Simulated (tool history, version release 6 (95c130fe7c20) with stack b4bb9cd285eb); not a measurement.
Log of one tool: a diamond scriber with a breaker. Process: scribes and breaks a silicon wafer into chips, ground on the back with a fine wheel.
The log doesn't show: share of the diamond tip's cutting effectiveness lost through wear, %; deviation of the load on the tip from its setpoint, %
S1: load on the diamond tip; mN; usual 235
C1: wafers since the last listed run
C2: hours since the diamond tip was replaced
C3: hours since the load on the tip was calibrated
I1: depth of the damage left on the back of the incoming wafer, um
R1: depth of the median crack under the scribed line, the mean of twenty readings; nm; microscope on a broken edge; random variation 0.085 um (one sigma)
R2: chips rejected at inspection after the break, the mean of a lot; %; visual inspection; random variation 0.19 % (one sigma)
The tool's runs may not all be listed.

| run | hour | S1 | C1 | C2 | C3 | I1 | R1 | R2 |
|---|---|---|---|---|---|---|---|---|
| 1 | 0.0 | 282 | 0 | 489.5 | 792.5 | 2.24 | 9570 | 6.58 |
|  | 12.9 | diamond tip replaced by a new one |
| 2 | 21.3 | 282 | 28 | 8.4 | 813.8 | 2.30 | 9860 | 7.17 |
| 3 | 34.9 | 235 | 20 | 22.0 | 827.4 | 1.59 | 8540 | 1.64 |
| 4 | 53.1 | 235 | 27 | 40.2 | 845.6 | 1.67 | 8330 | 1.85 |
| 5 | 67.6 | 235 | 21 | 54.7 | 860.1 | 2.23 | 8360 | 2.81 |
| 6 | 97.5 | 235 | 44 | 84.6 | 890.0 | 1.95 | 8320 | 2.14 |
| 7 | 122.5 | 235 | 37 | 109.6 | 915.0 | 1.52 | 8510 | 1.66 |
| 8 | 149.5 | 235 | 40 | 136.6 | 942.0 | 2.64 | 8470 | 3.68 |
| 9 | 250.3 | 220 | 150 | 237.4 | 1042.8 | 1.56 | 8010 | 2.08 |
|  | 260.0 | load on the tip recalibrated |
| 10 | 266.8 | 281 | 21 | 253.9 | 6.8 | 2.93 | 9750 | 8.35 |
| 11 | 299.0 | 281 | 47 | 286.1 | 39.0 | 2.64 | 9640 | 8.00 |
| 12 | 331.9 | 235 | 49 | 319.0 | 71.9 | 2.29 | 8280 | 3.36 |
| 13 | 358.6 | 235 | 39 | 345.7 | 98.6 | 2.79 | 8330 | 4.70 |
| 14 | 373.5 | 168 | 22 | 360.6 | 113.5 | 1.78 | 6500 | 16.39 |
| 15 | 407.7 | 286 | 50 | 394.8 | 147.7 | 2.42 | 9690 | 7.65 |
|  | 417.8 | diamond tip replaced by a new one |
| 16 | 434.4 | 235 | 36 | 16.6 | 174.4 | 2.52 | 8360 | 3.17 |
| 17 | 535.1 | 235 | 150 | 117.3 | 275.1 | 1.86 | 8410 | 2.12 |
| 18 | 547.2 | 235 | 18 | 129.4 | 287.2 | 2.61 | 8580 | 3.95 |
| 19 | 571.0 | 194 | 35 | 153.2 | 311.0 | 2.03 | 7340 | 9.09 |
| 20 | 603.7 | 277 | 48 | 185.9 | 343.7 | 2.17 | 9490 | 5.10 |
| 21 | 619.8 | 210 | 23 | 202.0 | 359.8 | 2.33 | 7760 | 5.00 |
| 22 | 642.1 | 235 | 33 | 224.3 | 382.1 | 2.30 | 8390 | 2.76 |
| 23 | 655.6 | 196 | 20 | 237.8 | 395.6 | 2.84 | 7340 | 10.98 |
| 24 | 679.1 | 294 | 35 | 261.3 | 419.1 | 2.01 | 9950 | 8.18 |
| 25 | 713.5 | 235 | 51 | 295.7 | 453.5 | 2.28 | 8330 | 2.59 |
| 26 | 730.7 | 165 | 25 | 312.9 | 470.7 | 2.31 | 6420 | 19.43 |
| 27 | 747.9 | 188 | 25 | 330.1 | 487.9 | 1.58 | 7000 | 9.35 |

4 ways to go on from here, each from the tool as it stands after run 27. What would each give?
| A | 748.6 | 272 | 1 | 330.8 | 488.6 | 2.00 | ? | ? |
| B | 748.6 | 267 | 1 | 330.8 | 488.6 | 2.00 | ? | ? |
| C | 748.6 | 179 | 1 | 330.8 | 488.6 | 2.00 | ? | ? |
| D | 748.6 | 214 | 1 | 330.8 | 488.6 | 2.00 | ? | ? |

| run | R1 | R2 |
|---|---|---|
| A | 9430 | 5.53 |
| B | 9300 | 4.77 |
| C | 6870 | 15.49 |
| D | 7880 | 4.23 |
Without the tool's hidden state the same runs would have given:
| run | R1 | R2 |
|---|---|---|
| A | 9430 | 5.53 |
| B | 9300 | 4.77 |
| C | 6870 | 15.49 |
| D | 7880 | 4.23 |

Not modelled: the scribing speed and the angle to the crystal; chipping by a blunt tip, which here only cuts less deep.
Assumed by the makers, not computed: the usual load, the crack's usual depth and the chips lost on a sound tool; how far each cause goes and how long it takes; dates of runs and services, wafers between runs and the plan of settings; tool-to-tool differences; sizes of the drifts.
